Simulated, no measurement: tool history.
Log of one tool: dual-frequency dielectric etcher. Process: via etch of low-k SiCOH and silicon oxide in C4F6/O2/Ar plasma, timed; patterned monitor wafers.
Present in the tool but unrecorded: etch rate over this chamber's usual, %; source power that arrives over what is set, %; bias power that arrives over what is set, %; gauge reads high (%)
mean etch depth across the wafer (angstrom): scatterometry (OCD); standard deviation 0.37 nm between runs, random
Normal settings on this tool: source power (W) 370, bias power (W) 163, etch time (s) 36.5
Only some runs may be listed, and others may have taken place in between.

run	day	source power (W)	bias power (W)	etch time (s)	wafers since the last listed run	hours since the last wet clean	hours since the last source power generator calibration	hours since the last bias power generator calibration	hours since the last upper electrode change	hours since the gauge calibration	read-back reference wafer on the same gauge, depth_nm	mean etch depth across the wafer (angstrom)
1	0	370	163	27.5	0	418.6	2782.9	3576.6	2961	2003.4	91.7	678
2	2.658	370	163	36.5	687	482.4	2846.7	3640.4	3024.8	2067.2	91.7	899
# day 6.129: wet clean of the chamber
3	6.15	370	163	30.5	644	0.5	2930.5	3724.2	3108.6	2151	91.7	717
4	6.25	370	163	36.5	25	2.9	2932.9	3726.6	3111	2153.4	91.6	859
5	11.992	370	163	36.5	1484	140.7	3070.7	3864.4	3248.8	2291.2	91.6	871
# day 12.996: gauge calibrated
6	13.85	370	163	36.5	480	185.3	3115.3	3909	3293.4	20.5	91.8	862
7	16.004	400	136	36.5	556	237	3167	3960.7	3345.1	72.2	91.7	858
8	18.612	400	136	36.5	674	299.6	3229.6	4023.3	3407.7	134.8	91.6	856
9	20.725	400	136	36.5	546	350.3	3280.3	4074	3458.4	185.5	91.8	864
10	22.975	370	163	39.5	581	404.3	3334.3	4128	3512.4	239.5	91.7	950
11	25.258	370	163	39.5	590	459.1	3389.1	4182.8	3567.2	294.3	91.7	961
12	26.346	370	163	27.5	281	485.2	3415.2	4208.9	3593.3	320.4	91.7	672
13	28.092	370	163	36.5	451	527.1	3457.1	4250.8	3635.2	362.3	91.7	896
# day 30.029: wet clean of the chamber
14	30.142	370	163	36.5	271	2.7	3506.3	4300	3684.4	411.5	91.7	856
15	32.029	370	181	47.5	487	48	3551.6	4345.3	3729.7	456.8	91.7	1167
16	34.65	390	140	36.5	677	110.9	3614.5	4408.2	3792.6	519.7	91.7	852
# day 36.283: bias power generator calibrated
# day 36.658: source power generator calibrated
17	36.896	370	173	36.5	494	164.8	5.7	14.7	3846.5	573.6	91.8	890
18	37.958	310	130	46.5	274	190.3	31.2	40.2	3872	599.1	91.7	967
# day 39.608: upper electrode replaced
19	40.217	290	178	32	325	244.5	85.4	94.4	14.6	653.3	91.7	721
20	42.046	370	163	28	472	288.4	129.3	138.3	58.5	697.2	91.7	677
21	43.571	320	187	32	394	325	165.9	174.9	95.1	733.8	91.6	760
22	45.188	370	163	36.5	417	363.8	204.7	213.7	133.9	772.6	91.7	888
23	46.354	460	143	33.5	301	391.8	232.7	241.7	161.9	800.6	91.7	856
24	47.533	420	201	32.5	304	420.1	261	270	190.2	828.9	91.8	886
# day 49.958: wet clean of the chamber
25	50.238	370	163	36.5	440	6.7	325.9	334.9	255.1	893.8	91.7	859
26	51.946	400	201	45	441	47.7	366.9	375.9	296.1	934.8	91.7	1160
27	58.875	370	186	39.5	1790	214	533.2	542.2	462.4	1101.1	91.7	982
28	61.088	370	163	39.5	571	267.1	586.3	595.3	515.5	1154.2	91.8	942
29	63.592	370	163	36.5	647	327.2	646.4	655.4	575.6	1214.3	91.7	881
30	66.367	370	199	36.5	717	393.8	713	722	642.2	1280.9	91.8	937

Consider 4 possible next runs. They are alternatives, not a sequence: every one starts from the tool as it was left by run 30. What does each give?
A	66.383	370	163	36.5	4	394.2	713.4	722.4	642.6	1281.3	?	?
B	66.383	310	177	30.5	4	394.2	713.4	722.4	642.6	1281.3	?	?
C	66.383	370	137	31.5	4	394.2	713.4	722.4	642.6	1281.3	?	?
D	66.383	370	163	27	4	394.2	713.4	722.4	642.6	1281.3	?	?

run	read-back reference wafer on the same gauge, depth_nm	mean etch depth across the wafer (angstrom)
A	91.7	882
B	91.7	705
C	91.7	723
D	91.7	652
The same runs, with their run-to-run variation unchanged, on a tool lacking any hidden condition would have given:
run	mean etch depth across the wafer (angstrom)
A	857
B	685
C	702
D	634
